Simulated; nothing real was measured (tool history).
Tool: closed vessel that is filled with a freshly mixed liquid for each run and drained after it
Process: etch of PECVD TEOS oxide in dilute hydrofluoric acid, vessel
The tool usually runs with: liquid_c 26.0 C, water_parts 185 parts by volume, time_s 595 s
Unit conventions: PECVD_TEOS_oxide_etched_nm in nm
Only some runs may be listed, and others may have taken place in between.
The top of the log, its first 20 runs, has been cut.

| run | hour | liquid_c | water_parts | time_s | wafers since the last listed run | hours since the thermometer was replaced | hours since the hydrofluoric acid flow meter was replaced | hours since the gauge calibration | read-back film thickness of the PECVD TEOS oxide reference wafer, read on the same gauge (nm) | PECVD_TEOS_oxide_etched_nm |
|---|---|---|---|---|---|---|---|---|---|---|
| 21 | 1409.5 | 26.0 | 185 | 595 | 3536 | 185.5 | 520.0 | 399.3 | 90.03 | 43.99 |
| 22 | 1504.8 | 30.0 | 185 | 595 | 4773 | 280.8 | 615.3 | 494.6 | 90.00 | 51.29 |
| 23 | 1738.0 | 26.0 | 185 | 490 | 11681 | 514.0 | 848.5 | 727.8 | 89.98 | 36.03 |
| 24 | 1825.6 | 21.0 | 210 | 465 | 4387 | 601.6 | 936.1 | 815.4 | 90.04 | 24.03 |
|  | 1886.7 | hydrofluoric acid flow meter replaced |
| 25 | 1935.9 | 30.5 | 160 | 595 | 5474 | 711.9 | 49.2 | 925.7 | 90.01 | 61.03 |
| 26 | 2016.0 | 26.0 | 185 | 595 | 4012 | 792.0 | 129.3 | 1005.8 | 90.00 | 43.00 |
| 27 | 2092.9 | 26.0 | 185 | 880 | 3851 | 868.9 | 206.2 | 1082.7 | 90.00 | 62.59 |
|  | 2103.1 | thermometer replaced |
| 28 | 2168.0 | 23.0 | 260 | 745 | 3711 | 64.9 | 281.3 | 1157.8 | 89.97 | 33.17 |
| 29 | 2212.2 | 26.0 | 185 | 905 | 2214 | 109.1 | 325.5 | 1202.0 | 90.00 | 67.76 |
| 30 | 2287.2 | 23.5 | 240 | 455 | 3756 | 184.1 | 400.5 | 1277.0 | 89.97 | 22.41 |
| 31 | 2327.6 | 26.0 | 185 | 595 | 2023 | 224.5 | 440.9 | 1317.4 | 89.97 | 43.99 |
| 32 | 2410.1 | 26.0 | 150 | 595 | 4132 | 307.0 | 523.4 | 1399.9 | 89.98 | 56.53 |
| 33 | 2470.6 | 26.0 | 185 | 595 | 3030 | 367.5 | 583.9 | 1460.4 | 90.00 | 44.02 |
| 34 | 2559.2 | 21.5 | 185 | 855 | 4438 | 456.1 | 672.5 | 1549.0 | 90.01 | 53.13 |

Consider 3 possible next runs. They are alternatives, not a sequence: every one starts from the tool as it was left by run 34. What does each give?
| A | 2560.0 | 26.0 | 185 | 595 | 40 | 456.9 | 673.3 | 1549.8 | ? | ? |
| B | 2560.0 | 23.0 | 185 | 350 | 40 | 456.9 | 673.3 | 1549.8 | ? | ? |
| C | 2560.0 | 26.0 | 185 | 265 | 40 | 456.9 | 673.3 | 1549.8 | ? | ? |

| run | read-back film thickness of the PECVD TEOS oxide reference wafer, read on the same gauge (nm) | PECVD_TEOS_oxide_etched_nm |
|---|---|---|
| A | 89.98 | 44.32 |
| B | 89.98 | 23.30 |
| C | 89.98 | 19.74 |
Take away the tool's hidden state, keep each run's random variation, and the runs would have read:
| run | PECVD_TEOS_oxide_etched_nm |
|---|---|
| A | 45.61 |
| B | 24.00 |
| C | 20.31 |

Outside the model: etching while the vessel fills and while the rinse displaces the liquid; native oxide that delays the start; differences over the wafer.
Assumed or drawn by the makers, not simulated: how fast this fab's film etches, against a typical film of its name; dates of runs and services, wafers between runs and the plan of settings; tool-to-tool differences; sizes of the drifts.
